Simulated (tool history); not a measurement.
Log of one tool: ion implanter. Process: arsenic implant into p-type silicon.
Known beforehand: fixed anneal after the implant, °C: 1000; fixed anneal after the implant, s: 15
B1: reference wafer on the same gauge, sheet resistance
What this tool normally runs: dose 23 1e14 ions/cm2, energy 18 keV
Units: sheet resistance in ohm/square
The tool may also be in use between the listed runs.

Run 1, hour 0: usual settings but energy 20.5 keV; B1 127.97. Result: sheet resistance 114.56 ohm/square.
Run 2, hour 63.7: usual settings but energy 20.5 keV; B1 127.99. Result: sheet resistance 114.49 ohm/square.
Run 3, hour 94.7: usual settings but energy 20.5 keV; B1 127.92. Result: sheet resistance 114.23 ohm/square.
Run 4, hour 119.3: usual settings but dose 25.2 1e14 ions/cm2; B1 128.02. Result: sheet resistance 119.3 ohm/square.
Run 5, hour 156.4: usual settings but dose 26.33 1e14 ions/cm2, energy 16.5 keV; B1 127.98. Result: sheet resistance 122.57 ohm/square.
Run 6, hour 216.6: usual settings but dose 26.43 1e14 ions/cm2; B1 127.99. Result: sheet resistance 118.65 ohm/square.
Run 7, hour 276: usual settings but dose 26.43 1e14 ions/cm2; B1 127.94. Result: sheet resistance 118.87 ohm/square.
Run 8, hour 398.2: usual settings but dose 21.62 1e14 ions/cm2; B1 127.99. Result: sheet resistance 121.27 ohm/square.
At hour 442.4: gauge calibrated.
Run 9, hour 455.7: usual settings but dose 21.62 1e14 ions/cm2; B1 128.02. Result: sheet resistance 121.07 ohm/square.
Run 10, hour 627.2: usual settings but dose 21.62 1e14 ions/cm2; B1 128. Result: sheet resistance 121.12 ohm/square.
Run 11, hour 690.5: usual settings; B1 128. Result: sheet resistance 120.22 ohm/square.
Run 12, hour 720.3: usual settings but dose 27.57 1e14 ions/cm2; B1 127.95. Result: sheet resistance 118.25 ohm/square.
At hour 765.9: extraction supply calibrated.
Run 13, hour 766.4: usual settings but dose 27.57 1e14 ions/cm2; B1 128.01. Result: sheet resistance 117.94 ohm/square.
Run 14, hour 803.1: usual settings but dose 28.69 1e14 ions/cm2; B1 127.96. Result: sheet resistance 117.52 ohm/square.
Run 15, hour 835.8: usual settings but dose 25.24 1e14 ions/cm2, energy 16 keV; B1 128.02. Result: sheet resistance 123.71 ohm/square.
At hour 866.1: Faraday cup replaced and dose calibrated.
Run 16, hour 903.8: usual settings but dose 25.24 1e14 ions/cm2, energy 16 keV; B1 128.04. Result: sheet resistance 125.07 ohm/square.
Run 17, hour 928.6: usual settings but dose 25.61 1e14 ions/cm2, energy 13.5 keV; B1 127.96. Result: sheet resistance 131 ohm/square.
Run 18, hour 969.3: usual settings but dose 16.33 1e14 ions/cm2, energy 21 keV; B1 128.02. Result: sheet resistance 120.48 ohm/square.
Run 19, hour 1037.7: usual settings; B1 127.93. Result: sheet resistance 121.16 ohm/square.
Run 20, hour 1081.5: usual settings but dose 16.25 1e14 ions/cm2, energy 23 keV; B1 128.03. Result: sheet resistance 116.19 ohm/square.
Run 21, hour 1123.6: usual settings; B1 128.03. Result: sheet resistance 120.86 ohm/square.
Run 22, hour 1176.2: usual settings but dose 25.61 1e14 ions/cm2, energy 13.5 keV; B1 127.97. Result: sheet resistance 131.25 ohm/square.
Run 23, hour 1246.5: usual settings but dose 27.22 1e14 ions/cm2, energy 20 keV; B1 128. Result: sheet resistance 113.7 ohm/square.
Run 24, hour 1298.3: usual settings but dose 19.9 1e14 ions/cm2, energy 14.5 keV; B1 127.99. Result: sheet resistance 131.99 ohm/square.
Run 25, hour 1353.7: usual settings but energy 16 keV; B1 127.97. Result: sheet resistance 125.67 ohm/square.
Run 26, hour 1422.5: usual settings but dose 18.22 1e14 ions/cm2, energy 13.5 keV; B1 128. Result: sheet resistance 136.67 ohm/square.
Run 27, hour 1462.3: usual settings but dose 26.43 1e14 ions/cm2; B1 127.98. Result: sheet resistance 118.61 ohm/square.

Pick out some run-to-run changes in sheet resistance. Of each, how much would a tool without hidden state show as well, from the settings, what came in and chance, and how much is left for the hidden state and any gauge scatter not in both results compared?
Unlogged tool condition in this case: deviation of the true dose from the Faraday cup's reading, %; deviation of the true energy from its setpoint, %; gauge reads high (%).
Run 15 -> 16: Faraday cup replaced and dose calibrated. sheet resistance +1.36 ohm/square: hidden state +0.72, all else +0.64.
Run 23 -> 24: dose 27.22 -> 19.9, energy 20 -> 14.5. sheet resistance +18.29 ohm/square: hidden state -0.21, all else +18.5.
Run 26 -> 27: dose 18.22 -> 26.43, energy 13.5 -> 18. sheet resistance -18.06 ohm/square: hidden state +0.28, all else -18.34.
